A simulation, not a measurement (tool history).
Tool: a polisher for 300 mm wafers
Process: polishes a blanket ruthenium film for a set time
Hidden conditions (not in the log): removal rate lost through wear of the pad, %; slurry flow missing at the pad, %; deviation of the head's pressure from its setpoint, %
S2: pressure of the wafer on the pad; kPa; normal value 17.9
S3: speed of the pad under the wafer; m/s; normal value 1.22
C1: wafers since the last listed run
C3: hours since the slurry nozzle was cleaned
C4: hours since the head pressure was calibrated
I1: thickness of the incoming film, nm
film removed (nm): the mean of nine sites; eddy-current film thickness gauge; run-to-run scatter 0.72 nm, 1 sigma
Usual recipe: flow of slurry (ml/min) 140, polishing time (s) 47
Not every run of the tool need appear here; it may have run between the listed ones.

{"run": 1, "day": 0.0, "flow of slurry (ml/min)": 140, "S2": 17.9, "S3": 1.22, "polishing time (s)": 47, "C1": 0, "wafers polished on this pad": 752, "C3": 472.5, "C4": 867.1, "I1": 613.3, "film removed (nm)": 85.1}
{"run": 2, "day": 0.325, "flow of slurry (ml/min)": 170, "S2": 17.9, "S3": 1.22, "polishing time (s)": 47, "C1": 72, "wafers polished on this pad": 824, "C3": 480.3, "C4": 874.9, "I1": 609.1, "film removed (nm)": 90}
{"day": 0.788, "done": "worn pad replaced by a new one"}
{"run": 3, "day": 0.854, "flow of slurry (ml/min)": 150, "S2": 20, "S3": 1.22, "polishing time (s)": 47, "C1": 81, "wafers polished on this pad": 15, "C3": 493, "C4": 887.6, "I1": 626.3, "film removed (nm)": 96.7}
{"run": 4, "day": 1.229, "flow of slurry (ml/min)": 150, "S2": 20, "S3": 1.22, "polishing time (s)": 47, "C1": 84, "wafers polished on this pad": 99, "C3": 502, "C4": 896.6, "I1": 631, "film removed (nm)": 96.7}
{"run": 5, "day": 1.492, "flow of slurry (ml/min)": 140, "S2": 17.9, "S3": 0.94, "polishing time (s)": 47, "C1": 58, "wafers polished on this pad": 158, "C3": 508.3, "C4": 902.9, "I1": 629, "film removed (nm)": 66.9}
{"run": 6, "day": 2.208, "flow of slurry (ml/min)": 140, "S2": 17.9, "S3": 0.94, "polishing time (s)": 47, "C1": 160, "wafers polished on this pad": 318, "C3": 525.5, "C4": 920.1, "I1": 613.6, "film removed (nm)": 66.7}
{"run": 7, "day": 2.95, "flow of slurry (ml/min)": 140, "S2": 17.9, "S3": 0.94, "polishing time (s)": 47, "C1": 166, "wafers polished on this pad": 485, "C3": 543.3, "C4": 937.9, "I1": 621.4, "film removed (nm)": 66.9}
{"run": 8, "day": 3.55, "flow of slurry (ml/min)": 125, "S2": 17.9, "S3": 1.22, "polishing time (s)": 37, "C1": 134, "wafers polished on this pad": 619, "C3": 557.7, "C4": 952.3, "I1": 629.9, "film removed (nm)": 65.7}
{"run": 9, "day": 5.433, "flow of slurry (ml/min)": 140, "S2": 17.9, "S3": 1.22, "polishing time (s)": 47, "C1": 422, "wafers polished on this pad": 1041, "C3": 602.9, "C4": 997.5, "I1": 622.3, "film removed (nm)": 85.8}
{"day": 5.738, "done": "slurry nozzle cleaned"}
{"run": 10, "day": 5.808, "flow of slurry (ml/min)": 140, "S2": 17.9, "S3": 1.22, "polishing time (s)": 47, "C1": 74, "wafers polished on this pad": 1116, "C3": 1.7, "C4": 1006.5, "I1": 618.9, "film removed (nm)": 80.3}
{"day": 5.988, "done": "worn pad replaced by a new one"}
{"run": 11, "day": 6.133, "flow of slurry (ml/min)": 140, "S2": 17.9, "S3": 1.22, "polishing time (s)": 47, "C1": 35, "wafers polished on this pad": 32, "C3": 9.5, "C4": 1014.3, "I1": 614.1, "film removed (nm)": 80.1}
{"run": 12, "day": 6.433, "flow of slurry (ml/min)": 140, "S2": 22.1, "S3": 1.22, "polishing time (s)": 47, "C1": 67, "wafers polished on this pad": 99, "C3": 16.7, "C4": 1021.5, "I1": 620.2, "film removed (nm)": 96.4}
{"run": 13, "day": 7.054, "flow of slurry (ml/min)": 140, "S2": 22.1, "S3": 1.22, "polishing time (s)": 47, "C1": 139, "wafers polished on this pad": 238, "C3": 31.6, "C4": 1036.4, "I1": 611.9, "film removed (nm)": 96.9}
{"day": 7.5, "done": "head pressure recalibrated"}
{"run": 14, "day": 7.521, "flow of slurry (ml/min)": 140, "S2": 17.9, "S3": 1.22, "polishing time (s)": 47, "C1": 85, "wafers polished on this pad": 324, "C3": 42.8, "C4": 0.5, "I1": 619.5, "film removed (nm)": 77}
{"run": 15, "day": 8.021, "flow of slurry (ml/min)": 140, "S2": 17.9, "S3": 1.22, "polishing time (s)": 47, "C1": 112, "wafers polished on this pad": 436, "C3": 54.8, "C4": 12.5, "I1": 624.6, "film removed (nm)": 76.4}
{"run": 16, "day": 8.325, "flow of slurry (ml/min)": 140, "S2": 22.1, "S3": 1.22, "polishing time (s)": 47, "C1": 68, "wafers polished on this pad": 505, "C3": 62.1, "C4": 19.8, "I1": 621, "film removed (nm)": 93.1}
{"run": 17, "day": 8.829, "flow of slurry (ml/min)": 140, "S2": 17.9, "S3": 1.22, "polishing time (s)": 47, "C1": 113, "wafers polished on this pad": 618, "C3": 74.2, "C4": 31.9, "I1": 617.1, "film removed (nm)": 76.3}
{"run": 18, "day": 9.275, "flow of slurry (ml/min)": 165, "S2": 13.1, "S3": 1.54, "polishing time (s)": 47, "C1": 99, "wafers polished on this pad": 718, "C3": 84.9, "C4": 42.6, "I1": 616.5, "film removed (nm)": 73.6}
{"run": 19, "day": 9.804, "flow of slurry (ml/min)": 140, "S2": 17.9, "S3": 1.22, "polishing time (s)": 47, "C1": 118, "wafers polished on this pad": 836, "C3": 97.6, "C4": 55.3, "I1": 623.4, "film removed (nm)": 74.9}
{"run": 20, "day": 10.096, "flow of slurry (ml/min)": 105, "S2": 22.8, "S3": 0.92, "polishing time (s)": 33, "C1": 65, "wafers polished on this pad": 902, "C3": 104.6, "C4": 62.3, "I1": 630.9, "film removed (nm)": 44.9}

Predict the results of run 21:
{"day": 10.621, "done": "worn pad replaced by a new one"}
{"day": 11.533, "done": "slurry nozzle cleaned, repeated, since the last time left the tool worse"}
{"run": 21, "day": 11.854, "flow of slurry (ml/min)": 105, "S2": 17.9, "S3": 1.22, "polishing time (s)": 47, "C1": 347, "wafers polished on this pad": 267, "C3": 7.7, "C4": 104.5, "I1": 632, "film removed (nm)": "?"}

film removed (nm): 85.1
Minus the tool's unlogged condition, the same run would have read film removed (nm) 85.7.
